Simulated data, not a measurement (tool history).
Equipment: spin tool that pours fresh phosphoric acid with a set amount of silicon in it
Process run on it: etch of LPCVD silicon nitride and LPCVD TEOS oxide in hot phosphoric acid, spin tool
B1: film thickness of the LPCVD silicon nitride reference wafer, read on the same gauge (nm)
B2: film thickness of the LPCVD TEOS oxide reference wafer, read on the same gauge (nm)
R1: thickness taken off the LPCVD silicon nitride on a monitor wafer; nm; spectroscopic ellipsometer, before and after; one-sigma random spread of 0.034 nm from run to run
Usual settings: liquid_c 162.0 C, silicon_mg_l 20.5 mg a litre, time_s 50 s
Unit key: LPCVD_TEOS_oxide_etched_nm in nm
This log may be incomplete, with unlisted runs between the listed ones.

{"run": 1, "day": 0.0, "liquid_c": 162.0, "silicon_mg_l": 20.5, "time_s": 70, "B1": 119.96, "B2": 89.974, "R1": 7.38, "LPCVD_TEOS_oxide_etched_nm": 0.335}
{"run": 2, "day": 4.346, "liquid_c": 162.0, "silicon_mg_l": 20.5, "time_s": 50, "B1": 119.97, "B2": 89.993, "R1": 5.27, "LPCVD_TEOS_oxide_etched_nm": 0.265}
{"run": 3, "day": 6.742, "liquid_c": 162.0, "silicon_mg_l": 29.0, "time_s": 50, "B1": 119.97, "B2": 89.992, "R1": 5.2, "LPCVD_TEOS_oxide_etched_nm": 0.206}
{"run": 4, "day": 11.112, "liquid_c": 162.0, "silicon_mg_l": 29.0, "time_s": 50, "B1": 119.99, "B2": 90.005, "R1": 5.22, "LPCVD_TEOS_oxide_etched_nm": 0.148}
{"run": 5, "day": 12.717, "liquid_c": 162.0, "silicon_mg_l": 20.5, "time_s": 50, "B1": 119.99, "B2": 90.005, "R1": 5.27, "LPCVD_TEOS_oxide_etched_nm": 0.262}
{"run": 6, "day": 14.3, "liquid_c": 162.0, "silicon_mg_l": 20.5, "time_s": 50, "B1": 120.04, "B2": 90.03, "R1": 5.25, "LPCVD_TEOS_oxide_etched_nm": 0.276}
{"run": 7, "day": 16.617, "liquid_c": 162.0, "silicon_mg_l": 20.5, "time_s": 50, "B1": 120.02, "B2": 90.034, "R1": 5.27, "LPCVD_TEOS_oxide_etched_nm": 0.24}
{"day": 17.95, "done": "gauge calibrated"}
{"day": 19.312, "done": "heated supply line repaired"}
{"run": 8, "day": 21.071, "liquid_c": 162.0, "silicon_mg_l": 10.5, "time_s": 50, "B1": 120.03, "B2": 89.996, "R1": 5.2, "LPCVD_TEOS_oxide_etched_nm": 0.325}
{"day": 30.096, "done": "thermometer replaced"}
{"run": 9, "day": 32.888, "liquid_c": 160.5, "silicon_mg_l": 20.5, "time_s": 75, "B1": 120.02, "B2": 89.977, "R1": 7.6, "LPCVD_TEOS_oxide_etched_nm": 0.365}
{"run": 10, "day": 36.4, "liquid_c": 159.5, "silicon_mg_l": 9.0, "time_s": 80, "B1": 120.01, "B2": 89.986, "R1": 7.64, "LPCVD_TEOS_oxide_etched_nm": 0.486}
{"run": 11, "day": 40.108, "liquid_c": 159.0, "silicon_mg_l": 25.0, "time_s": 50, "B1": 119.97, "B2": 89.995, "R1": 4.76, "LPCVD_TEOS_oxide_etched_nm": 0.197}
{"run": 12, "day": 42.525, "liquid_c": 162.0, "silicon_mg_l": 29.0, "time_s": 50, "B1": 119.99, "B2": 90.011, "R1": 5.2, "LPCVD_TEOS_oxide_etched_nm": 0.167}
{"day": 43.471, "done": "dissolved silicon flow meter replaced"}
{"run": 13, "day": 44.962, "liquid_c": 162.0, "silicon_mg_l": 20.5, "time_s": 65, "B1": 119.94, "B2": 90.012, "R1": 6.85, "LPCVD_TEOS_oxide_etched_nm": 0.308}
{"run": 14, "day": 49.262, "liquid_c": 162.0, "silicon_mg_l": 20.5, "time_s": 50, "B1": 120.04, "B2": 89.98, "R1": 5.32, "LPCVD_TEOS_oxide_etched_nm": 0.269}
{"run": 15, "day": 53.654, "liquid_c": 163.0, "silicon_mg_l": 29.5, "time_s": 65, "B1": 120.0, "B2": 89.987, "R1": 7.11, "LPCVD_TEOS_oxide_etched_nm": 0.282}
{"run": 16, "day": 57.271, "liquid_c": 160.0, "silicon_mg_l": 10.5, "time_s": 70, "B1": 120.0, "B2": 90.003, "R1": 6.86, "LPCVD_TEOS_oxide_etched_nm": 0.354}

Consider 4 possible next runs. They are alternatives, not a sequence: every one starts from the tool as it was left by run 16. What does each give?
{"run": "A", "day": 57.288, "liquid_c": 162.0, "silicon_mg_l": 20.5, "time_s": 50, "B1": "?", "B2": "?", "R1": "?", "LPCVD_TEOS_oxide_etched_nm": "?"}
{"run": "B", "day": 57.288, "liquid_c": 164.5, "silicon_mg_l": 20.5, "time_s": 70, "B1": "?", "B2": "?", "R1": "?", "LPCVD_TEOS_oxide_etched_nm": "?"}
{"run": "C", "day": 57.288, "liquid_c": 160.0, "silicon_mg_l": 12.0, "time_s": 50, "B1": "?", "B2": "?", "R1": "?", "LPCVD_TEOS_oxide_etched_nm": "?"}
{"run": "D", "day": 57.288, "liquid_c": 164.0, "silicon_mg_l": 26.0, "time_s": 25, "B1": "?", "B2": "?", "R1": "?", "LPCVD_TEOS_oxide_etched_nm": "?"}

run=A B1=119.99 B2=89.995 R1=5.22 LPCVD_TEOS_oxide_etched_nm=0.267
run=B B1=119.99 B2=89.995 R1=7.94 LPCVD_TEOS_oxide_etched_nm=0.448
run=C B1=119.99 B2=89.995 R1=4.88 LPCVD_TEOS_oxide_etched_nm=0.287
run=D B1=119.99 B2=89.995 R1=2.79 LPCVD_TEOS_oxide_etched_nm=0.130
Without the tool's unlogged condition, the same runs would have read:
run=A R1=5.22 LPCVD_TEOS_oxide_etched_nm=0.267
run=B R1=7.94 LPCVD_TEOS_oxide_etched_nm=0.448
run=C R1=4.88 LPCVD_TEOS_oxide_etched_nm=0.287
run=D R1=2.79 LPCVD_TEOS_oxide_etched_nm=0.130
